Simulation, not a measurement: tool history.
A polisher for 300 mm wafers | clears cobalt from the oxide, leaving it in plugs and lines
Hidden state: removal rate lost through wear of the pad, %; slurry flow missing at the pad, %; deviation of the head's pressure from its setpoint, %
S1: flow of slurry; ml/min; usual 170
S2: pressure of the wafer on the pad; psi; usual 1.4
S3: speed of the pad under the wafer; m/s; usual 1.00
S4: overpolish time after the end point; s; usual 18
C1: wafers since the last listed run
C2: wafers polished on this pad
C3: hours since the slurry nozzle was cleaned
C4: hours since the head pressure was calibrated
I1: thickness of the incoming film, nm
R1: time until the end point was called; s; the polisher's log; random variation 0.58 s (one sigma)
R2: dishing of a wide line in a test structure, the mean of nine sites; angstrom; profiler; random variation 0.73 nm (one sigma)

| run | hour | S1 | S2 | S3 | S4 | C1 | C2 | C3 | C4 | I1 | R1 | R2 |
|---|---|---|---|---|---|---|---|---|---|---|---|---|
| 1 | 0.0 | 205 | 1.6 | 1.00 | 18 | 0 | 774 | 147.9 | 1224.0 | 263.5 | 59.5 | 463 |
| 2 | 29.7 | 205 | 1.6 | 1.00 | 18 | 275 | 1049 | 177.6 | 1253.7 | 264.6 | 60.6 | 467 |
| 3 | 50.5 | 170 | 1.4 | 1.00 | 18 | 192 | 1242 | 198.4 | 1274.5 | 258.3 | 67.8 | 435 |
|  | 65.5 | worn pad replaced by a new one |
| 4 | 80.9 | 170 | 1.4 | 1.00 | 18 | 244 | 142 | 228.8 | 1304.9 | 263.3 | 69.4 | 430 |
| 5 | 108.4 | 170 | 1.4 | 1.00 | 18 | 255 | 398 | 256.3 | 1332.4 | 261.5 | 69.8 | 436 |
| 6 | 158.3 | 170 | 1.4 | 1.00 | 18 | 462 | 860 | 306.2 | 1382.3 | 261.3 | 68.2 | 434 |
| 7 | 211.0 | 170 | 1.4 | 1.00 | 18 | 488 | 1349 | 358.9 | 1435.0 | 262.4 | 70.3 | 420 |
|  | 222.3 | worn pad replaced by a new one |
| 8 | 241.9 | 170 | 1.4 | 1.00 | 18 | 249 | 181 | 389.8 | 1465.9 | 261.3 | 68.6 | 426 |
|  | 261.8 | head pressure recalibrated |
| 9 | 262.3 | 170 | 1.4 | 1.00 | 18 | 170 | 352 | 410.2 | 0.5 | 263.9 | 70.4 | 437 |
| 10 | 282.5 | 170 | 1.4 | 1.00 | 18 | 187 | 540 | 430.4 | 20.7 | 263.9 | 70.3 | 420 |
| 11 | 302.6 | 170 | 1.6 | 1.00 | 24 | 186 | 726 | 450.5 | 40.8 | 257.1 | 59.6 | 518 |
|  | 330.0 | slurry nozzle cleaned |
| 12 | 338.5 | 170 | 1.6 | 1.00 | 24 | 323 | 1050 | 8.5 | 76.7 | 257.7 | 58.6 | 531 |
|  | 375.9 | worn pad replaced by a new one |
| 13 | 376.4 | 170 | 1.6 | 1.00 | 18 | 314 | 4 | 46.4 | 114.6 | 260.6 | 60.5 | 459 |
| 14 | 395.4 | 170 | 1.6 | 1.00 | 24 | 176 | 180 | 65.4 | 133.6 | 254.7 | 59.0 | 518 |
| 15 | 429.3 | 170 | 1.4 | 0.68 | 18 | 314 | 495 | 99.3 | 167.5 | 259.7 | 101.9 | 330 |
| 16 | 443.4 | 170 | 1.4 | 0.76 | 18 | 130 | 625 | 113.4 | 181.6 | 260.1 | 90.6 | 367 |
| 17 | 471.0 | 170 | 1.4 | 1.00 | 13 | 256 | 881 | 141.0 | 209.2 | 259.3 | 69.0 | 343 |
| 18 | 489.8 | 170 | 1.4 | 1.00 | 18 | 174 | 1056 | 159.8 | 228.0 | 259.2 | 68.4 | 422 |
|  | 507.4 | worn pad replaced by a new one |
| 19 | 514.3 | 225 | 1.4 | 1.00 | 18 | 190 | 64 | 184.3 | 252.5 | 262.5 | 67.1 | 432 |
| 20 | 541.7 | 210 | 1.4 | 1.16 | 29 | 254 | 318 | 211.7 | 279.9 | 256.0 | 57.0 | 557 |
| 21 | 567.7 | 195 | 1.4 | 0.70 | 18 | 241 | 559 | 237.7 | 305.9 | 258.6 | 96.1 | 333 |
|  | 630.0 | worn pad replaced by a new one |
| 22 | 651.5 | 120 | 1.7 | 1.00 | 9 | 740 | 199 | 321.5 | 389.7 | 261.7 | 58.7 | 295 |
| 23 | 680.4 | 170 | 1.8 | 1.00 | 11 | 268 | 467 | 350.4 | 418.6 | 263.1 | 53.3 | 369 |
| 24 | 701.2 | 170 | 1.4 | 1.00 | 18 | 192 | 660 | 371.2 | 439.4 | 260.5 | 69.4 | 430 |

Forecast each of these 3 alternatives for the next run:
| A | 701.6 | 170 | 1.4 | 0.88 | 18 | 3 | 664 | 371.6 | 439.8 | 260.2 | ? | ? |
| B | 701.6 | 170 | 1.8 | 1.00 | 13 | 3 | 664 | 371.6 | 439.8 | 260.2 | ? | ? |
| C | 701.6 | 170 | 1.4 | 1.00 | 15 | 3 | 664 | 371.6 | 439.8 | 260.2 | ? | ? |

| run | R1 | R2 |
|---|---|---|
| A | 77.9 | 402 |
| B | 53.3 | 414 |
| C | 68.6 | 387 |
Without the tool's hidden state the same runs would have given:
| run | R1 | R2 |
|---|---|---|
| A | 77.9 | 402 |
| B | 53.3 | 414 |
| C | 68.6 | 387 |

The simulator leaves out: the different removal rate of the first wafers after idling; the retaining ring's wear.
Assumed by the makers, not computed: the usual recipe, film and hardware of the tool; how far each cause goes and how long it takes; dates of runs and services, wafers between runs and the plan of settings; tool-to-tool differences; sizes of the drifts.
